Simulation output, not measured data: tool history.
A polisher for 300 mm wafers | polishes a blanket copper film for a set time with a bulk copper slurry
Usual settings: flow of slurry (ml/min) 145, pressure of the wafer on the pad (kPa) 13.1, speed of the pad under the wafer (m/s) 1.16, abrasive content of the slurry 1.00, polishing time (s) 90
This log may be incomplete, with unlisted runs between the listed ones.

run,hour,flow of slurry (ml/min),pressure of the wafer on the pad (kPa),speed of the pad under the wafer (m/s),abrasive content of the slurry,polishing time (s),wafers since the last listed run,wafers polished on this pad,hours since the slurry nozzle was cleaned,hours since the head pressure was calibrated,hours since the slurry blender was calibrated,"incoming thickness of the incoming film, nm",film removed (Å)
1,0.0,145,13.1,0.92,1.00,90,0,178,498.6,1107.9,179.8,3590.5,4470
2,17.8,145,13.1,0.92,1.00,90,251,430,516.4,1125.7,197.6,3568.3,4478
3,35.4,145,13.1,0.92,1.00,90,248,679,534.0,1143.3,215.2,3616.4,4433
4,48.6,145,13.1,1.16,1.00,90,186,865,547.2,1156.5,228.4,3587.5,5011
# hour 67.9: worn pad replaced by a new one
5,68.4,145,13.1,1.16,1.00,90,223,7,567.0,1176.3,248.2,3629.9,4754
6,78.2,145,13.1,1.16,1.00,90,138,145,576.8,1186.1,258.0,3541.3,4713
7,89.0,145,13.1,1.16,1.00,90,152,298,587.6,1196.9,268.8,3562.3,4589
# hour 98.4: slurry nozzle cleaned
8,101.7,145,13.1,1.32,1.00,90,165,463,3.3,1209.6,281.5,3565.5,5659
9,112.9,195,13.1,1.28,0.80,73,158,621,14.5,1220.8,292.7,3532.2,4435
10,128.2,105,17.2,1.16,0.75,90,216,838,29.8,1236.1,308.0,3560.7,5648
# hour 138.6: slurry blender recalibrated
11,139.9,145,13.1,1.16,1.00,104,137,975,41.5,1247.8,1.3,3633.2,6829
# hour 149.6: head pressure recalibrated
12,150.1,145,10.3,1.16,1.10,90,115,1090,51.7,0.5,11.5,3584.5,4788
# hour 155.5: worn pad replaced by a new one
13,193.0,145,13.1,1.16,1.00,90,549,529,94.6,43.4,54.4,3611.6,5796
14,206.9,145,13.1,1.36,0.85,76,196,725,108.5,57.3,68.3,3505.6,5091
15,213.2,145,13.1,1.16,1.00,90,89,814,114.8,63.6,74.6,3559.1,5726

Entry by entry between the runs, the difference in hidden state between the last listed run before and the first listed run after:
Between runs 4 and 5: worn pad replaced by a new one (hour 67.9)
  slurry flow missing at the pad, %: 36.6 -> 39; abrasive missing from the slurry, %: 23 -> 27
  measured result minus the result with no hidden state, film removed (Å): -1061 -> -1176
Between runs 7 and 8: slurry nozzle cleaned (hour 98.4)
  slurry flow missing at the pad, %: 41.5 -> 5.91; abrasive missing from the slurry, %: 31.6 -> 34.5
  measured result minus the result with no hidden state, film removed (Å): -1338 -> -832
Between runs 10 and 11: slurry blender recalibrated (hour 138.6)
  slurry flow missing at the pad, %: 6 -> 6.09; abrasive missing from the slurry, %: 41.2 -> 2.04
  measured result minus the result with no hidden state, film removed (Å): -1034 -> -128
Between runs 11 and 12: head pressure recalibrated (hour 149.6)
  slurry flow missing at the pad, %: 6.09 -> 6.19; abrasive missing from the slurry, %: 2.04 -> 2.1
  measured result minus the result with no hidden state, film removed (Å): -128 -> -92
Between runs 12 and 13: worn pad replaced by a new one (hour 155.5)
  slurry flow missing at the pad, %: 6.19 -> 6.87; abrasive missing from the slurry, %: 2.1 -> 3.3
  measured result minus the result with no hidden state, film removed (Å): -92 -> -140
